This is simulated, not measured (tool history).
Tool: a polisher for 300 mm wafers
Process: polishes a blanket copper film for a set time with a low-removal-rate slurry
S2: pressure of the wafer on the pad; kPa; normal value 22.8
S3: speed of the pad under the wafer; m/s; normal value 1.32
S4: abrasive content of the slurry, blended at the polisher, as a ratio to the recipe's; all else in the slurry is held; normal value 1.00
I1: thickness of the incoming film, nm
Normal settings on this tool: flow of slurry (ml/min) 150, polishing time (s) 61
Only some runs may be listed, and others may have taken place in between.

{"run": 1, "hour": 0.0, "flow of slurry (ml/min)": 150, "S2": 22.8, "S3": 1.32, "S4": 1.0, "polishing time (s)": 61, "I1": 755.1, "film removed (angstrom)": 2790}
{"hour": 13.5, "done": "worn pad replaced by a new one"}
{"run": 2, "hour": 14.0, "flow of slurry (ml/min)": 150, "S2": 22.8, "S3": 1.32, "S4": 1.0, "polishing time (s)": 61, "I1": 774.2, "film removed (angstrom)": 2938}
{"run": 3, "hour": 18.8, "flow of slurry (ml/min)": 150, "S2": 22.8, "S3": 0.96, "S4": 1.0, "polishing time (s)": 61, "I1": 758.6, "film removed (angstrom)": 2266}
{"run": 4, "hour": 25.6, "flow of slurry (ml/min)": 150, "S2": 22.8, "S3": 1.32, "S4": 1.0, "polishing time (s)": 61, "I1": 752.5, "film removed (angstrom)": 2906}
{"hour": 33.8, "done": "slurry blender recalibrated"}
{"run": 5, "hour": 34.3, "flow of slurry (ml/min)": 150, "S2": 22.8, "S3": 1.32, "S4": 1.0, "polishing time (s)": 61, "I1": 776.0, "film removed (angstrom)": 2980}
{"run": 6, "hour": 50.5, "flow of slurry (ml/min)": 150, "S2": 22.8, "S3": 1.32, "S4": 1.0, "polishing time (s)": 61, "I1": 758.2, "film removed (angstrom)": 2975}
{"run": 7, "hour": 60.3, "flow of slurry (ml/min)": 150, "S2": 22.8, "S3": 1.32, "S4": 1.0, "polishing time (s)": 61, "I1": 758.6, "film removed (angstrom)": 2940}
{"run": 8, "hour": 74.7, "flow of slurry (ml/min)": 150, "S2": 22.8, "S3": 1.32, "S4": 1.0, "polishing time (s)": 61, "I1": 772.7, "film removed (angstrom)": 2890}
{"run": 9, "hour": 81.0, "flow of slurry (ml/min)": 150, "S2": 22.8, "S3": 1.32, "S4": 1.0, "polishing time (s)": 61, "I1": 748.7, "film removed (angstrom)": 2832}
{"run": 10, "hour": 87.9, "flow of slurry (ml/min)": 150, "S2": 22.8, "S3": 1.32, "S4": 1.0, "polishing time (s)": 61, "I1": 763.8, "film removed (angstrom)": 2833}
{"run": 11, "hour": 97.4, "flow of slurry (ml/min)": 150, "S2": 22.8, "S3": 1.32, "S4": 1.0, "polishing time (s)": 61, "I1": 766.7, "film removed (angstrom)": 2777}
{"run": 12, "hour": 104.5, "flow of slurry (ml/min)": 150, "S2": 22.8, "S3": 1.32, "S4": 1.0, "polishing time (s)": 50, "I1": 759.7, "film removed (angstrom)": 2242}
{"run": 13, "hour": 112.1, "flow of slurry (ml/min)": 150, "S2": 22.8, "S3": 1.32, "S4": 1.0, "polishing time (s)": 50, "I1": 746.2, "film removed (angstrom)": 2191}
{"hour": 117.9, "done": "worn pad replaced by a new one"}
{"run": 14, "hour": 124.5, "flow of slurry (ml/min)": 150, "S2": 22.8, "S3": 1.32, "S4": 1.0, "polishing time (s)": 61, "I1": 761.5, "film removed (angstrom)": 2892}
{"hour": 139.2, "done": "head pressure recalibrated"}
{"run": 15, "hour": 139.7, "flow of slurry (ml/min)": 190, "S2": 22.8, "S3": 1.32, "S4": 1.3, "polishing time (s)": 61, "I1": 767.3, "film removed (angstrom)": 3097}
{"hour": 150.7, "done": "slurry blender recalibrated"}
{"run": 16, "hour": 154.1, "flow of slurry (ml/min)": 150, "S2": 22.8, "S3": 1.32, "S4": 1.0, "polishing time (s)": 61, "I1": 765.0, "film removed (angstrom)": 2979}
{"run": 17, "hour": 166.2, "flow of slurry (ml/min)": 120, "S2": 20.7, "S3": 1.7, "S4": 1.0, "polishing time (s)": 61, "I1": 756.7, "film removed (angstrom)": 3315}
{"run": 18, "hour": 178.9, "flow of slurry (ml/min)": 150, "S2": 22.8, "S3": 1.48, "S4": 0.9, "polishing time (s)": 44, "I1": 762.6, "film removed (angstrom)": 2225}
{"run": 19, "hour": 194.4, "flow of slurry (ml/min)": 150, "S2": 22.8, "S3": 1.32, "S4": 1.0, "polishing time (s)": 61, "I1": 746.8, "film removed (angstrom)": 2857}
{"hour": 201.9, "done": "worn pad replaced by a new one"}
{"run": 20, "hour": 207.9, "flow of slurry (ml/min)": 150, "S2": 22.8, "S3": 1.58, "S4": 1.0, "polishing time (s)": 61, "I1": 768.6, "film removed (angstrom)": 3463}
{"run": 21, "hour": 221.3, "flow of slurry (ml/min)": 180, "S2": 29.6, "S3": 1.32, "S4": 1.0, "polishing time (s)": 76, "I1": 760.1, "film removed (angstrom)": 4555}
{"hour": 223.6, "done": "slurry nozzle cleaned"}
{"run": 22, "hour": 238.2, "flow of slurry (ml/min)": 135, "S2": 16.5, "S3": 1.12, "S4": 1.0, "polishing time (s)": 61, "I1": 764.2, "film removed (angstrom)": 2014}
{"run": 23, "hour": 253.4, "flow of slurry (ml/min)": 150, "S2": 18.6, "S3": 1.18, "S4": 1.1, "polishing time (s)": 50, "I1": 771.5, "film removed (angstrom)": 1872}
{"run": 24, "hour": 265.2, "flow of slurry (ml/min)": 150, "S2": 22.8, "S3": 1.32, "S4": 1.0, "polishing time (s)": 61, "I1": 768.1, "film removed (angstrom)": 2731}
{"hour": 269.2, "done": "slurry blender recalibrated"}
{"run": 25, "hour": 274.0, "flow of slurry (ml/min)": 150, "S2": 22.8, "S3": 1.32, "S4": 1.0, "polishing time (s)": 61, "I1": 753.9, "film removed (angstrom)": 2890}
{"run": 26, "hour": 288.1, "flow of slurry (ml/min)": 170, "S2": 22.8, "S3": 1.32, "S4": 1.0, "polishing time (s)": 44, "I1": 752.5, "film removed (angstrom)": 2060}

Consider 5 possible next runs. They are alternatives, not a sequence: every one starts from the tool as it was left by run 26. What does each give?
{"run": "A", "hour": 288.5, "flow of slurry (ml/min)": 150, "S2": 22.8, "S3": 1.32, "S4": 1.0, "polishing time (s)": 61, "I1": 769.2, "film removed (angstrom)": "?"}
{"run": "B", "hour": 288.5, "flow of slurry (ml/min)": 150, "S2": 22.8, "S3": 1.32, "S4": 0.75, "polishing time (s)": 61, "I1": 769.2, "film removed (angstrom)": "?"}
{"run": "C", "hour": 288.5, "flow of slurry (ml/min)": 150, "S2": 20.0, "S3": 1.56, "S4": 1.0, "polishing time (s)": 51, "I1": 769.2, "film removed (angstrom)": "?"}
{"run": "D", "hour": 288.5, "flow of slurry (ml/min)": 190, "S2": 17.2, "S3": 1.52, "S4": 1.0, "polishing time (s)": 78, "I1": 769.2, "film removed (angstrom)": "?"}
{"run": "E", "hour": 288.5, "flow of slurry (ml/min)": 150, "S2": 22.8, "S3": 1.32, "S4": 1.25, "polishing time (s)": 61, "I1": 769.2, "film removed (angstrom)": "?"}

run=A film_removed_(angstrom)=2796
run=B film_removed_(angstrom)=2599
run=C film_removed_(angstrom)=2462
run=D film_removed_(angstrom)=3456
run=E film_removed_(angstrom)=2958
With no hidden state in the tool, these same runs would have given:
run=A film_removed_(angstrom)=3007
run=B film_removed_(angstrom)=2794
run=C film_removed_(angstrom)=2648
run=D film_removed_(angstrom)=3717
run=E film_removed_(angstrom)=3182

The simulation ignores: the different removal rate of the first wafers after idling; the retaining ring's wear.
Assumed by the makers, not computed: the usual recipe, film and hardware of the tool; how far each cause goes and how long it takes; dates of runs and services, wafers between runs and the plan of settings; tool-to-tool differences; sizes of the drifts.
